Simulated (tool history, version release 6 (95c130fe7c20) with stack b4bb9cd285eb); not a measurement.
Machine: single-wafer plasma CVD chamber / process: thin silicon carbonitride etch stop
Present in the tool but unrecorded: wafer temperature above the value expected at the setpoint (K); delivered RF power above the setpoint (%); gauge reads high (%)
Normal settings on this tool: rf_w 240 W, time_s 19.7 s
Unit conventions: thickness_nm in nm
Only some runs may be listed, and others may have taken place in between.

| run | day | rf_w | time_s | wafers since the last listed run | hours since the last thermocouple change | hours since the last RF generator calibration | hours since the showerhead was replaced | hours since the gauge calibration | read-back reference wafer on the same gauge, thickness_nm | thickness_nm |
|---|---|---|---|---|---|---|---|---|---|---|
| 1 | 0.000 | 225 | 19.7 | 0 | 1774.6 | 1153.5 | 4465.2 | 831.7 | 13.382 | 12.260 |
| 2 | 2.204 | 225 | 19.7 | 768 | 1827.5 | 1206.4 | 4518.1 | 884.6 | 13.388 | 12.252 |
| 3 | 5.125 | 225 | 19.7 | 1018 | 1897.6 | 1276.5 | 4588.2 | 954.7 | 13.391 | 12.252 |
| 4 | 7.458 | 240 | 19.7 | 813 | 1953.6 | 1332.5 | 4644.2 | 1010.7 | 13.390 | 12.331 |
| 5 | 10.558 | 240 | 19.7 | 1080 | 2028.0 | 1406.9 | 4718.6 | 1085.1 | 13.392 | 12.343 |
| 6 | 14.792 | 240 | 19.7 | 1475 | 2129.6 | 1508.5 | 4820.2 | 1186.7 | 13.407 | 12.328 |
| 7 | 18.008 | 270 | 19.7 | 1121 | 2206.8 | 1585.7 | 4897.4 | 1263.9 | 13.415 | 12.687 |
| 8 | 22.146 | 270 | 19.7 | 1442 | 2306.1 | 1685.0 | 4996.7 | 1363.2 | 13.407 | 12.699 |
| 9 | 25.425 | 270 | 19.7 | 1143 | 2384.8 | 1763.7 | 5075.4 | 1441.9 | 13.407 | 12.623 |
| 10 | 28.375 | 240 | 19.7 | 1028 | 2455.6 | 1834.5 | 5146.2 | 1512.7 | 13.402 | 12.269 |
| 11 | 33.379 | 240 | 19.7 | 1744 | 2575.7 | 1954.6 | 5266.3 | 1632.8 | 13.404 | 12.300 |
|  | 33.758 | gauge calibrated |
| 12 | 35.088 | 240 | 15.9 | 595 | 2616.7 | 1995.6 | 5307.3 | 31.9 | 13.396 | 9.929 |
|  | 36.883 | thermocouple changed; heater temperature recalibrated |
| 13 | 37.496 | 205 | 22.0 | 723 | 14.7 | 2053.4 | 5365.1 | 89.7 | 13.420 | 13.289 |
|  | 37.933 | showerhead replaced |
| 14 | 39.550 | 240 | 19.7 | 599 | 64.0 | 2102.7 | 38.8 | 139.0 | 13.394 | 12.302 |
| 15 | 42.829 | 240 | 19.7 | 1143 | 142.7 | 2181.4 | 117.5 | 217.7 | 13.413 | 12.248 |
|  | 44.950 | RF generator calibrated |
| 16 | 45.633 | 220 | 21.5 | 861 | 210.0 | 16.4 | 184.8 | 285.0 | 13.411 | 13.045 |
| 17 | 48.717 | 240 | 19.7 | 1074 | 284.0 | 90.4 | 258.8 | 359.0 | 13.407 | 12.152 |
| 18 | 50.550 | 240 | 19.7 | 639 | 328.0 | 134.4 | 302.8 | 403.0 | 13.384 | 12.183 |
| 19 | 54.279 | 220 | 19.7 | 1300 | 417.5 | 223.9 | 392.3 | 492.5 | 13.380 | 11.964 |
|  | 55.538 | RF generator calibrated, repeated, since the last time left the tool worse |
| 20 | 58.454 | 260 | 16.4 | 1339 | 517.7 | 70.0 | 492.5 | 592.7 | 13.404 | 10.488 |
| 21 | 62.821 | 240 | 22.9 | 1522 | 622.5 | 174.8 | 597.3 | 697.5 | 13.410 | 14.419 |
| 22 | 66.608 | 230 | 22.1 | 1320 | 713.4 | 265.7 | 688.2 | 788.4 | 13.413 | 13.883 |

Here are 4 independent what-if runs from the current tool condition. What would each one return?
| A | 66.625 | 240 | 20.9 | 5 | 713.8 | 266.1 | 688.6 | 788.8 | ? | ? |
| B | 66.625 | 270 | 16.8 | 5 | 713.8 | 266.1 | 688.6 | 788.8 | ? | ? |
| C | 66.625 | 270 | 18.1 | 5 | 713.8 | 266.1 | 688.6 | 788.8 | ? | ? |
| D | 66.625 | 265 | 23.5 | 5 | 713.8 | 266.1 | 688.6 | 788.8 | ? | ? |

| run | read-back reference wafer on the same gauge, thickness_nm | thickness_nm |
|---|---|---|
| A | 13.398 | 13.154 |
| B | 13.398 | 10.833 |
| C | 13.398 | 11.672 |
| D | 13.398 | 15.095 |
Had the tool no hidden state, the same runs would have come out as:
| run | thickness_nm |
|---|---|
| A | 13.161 |
| B | 10.839 |
| C | 11.678 |
| D | 15.103 |
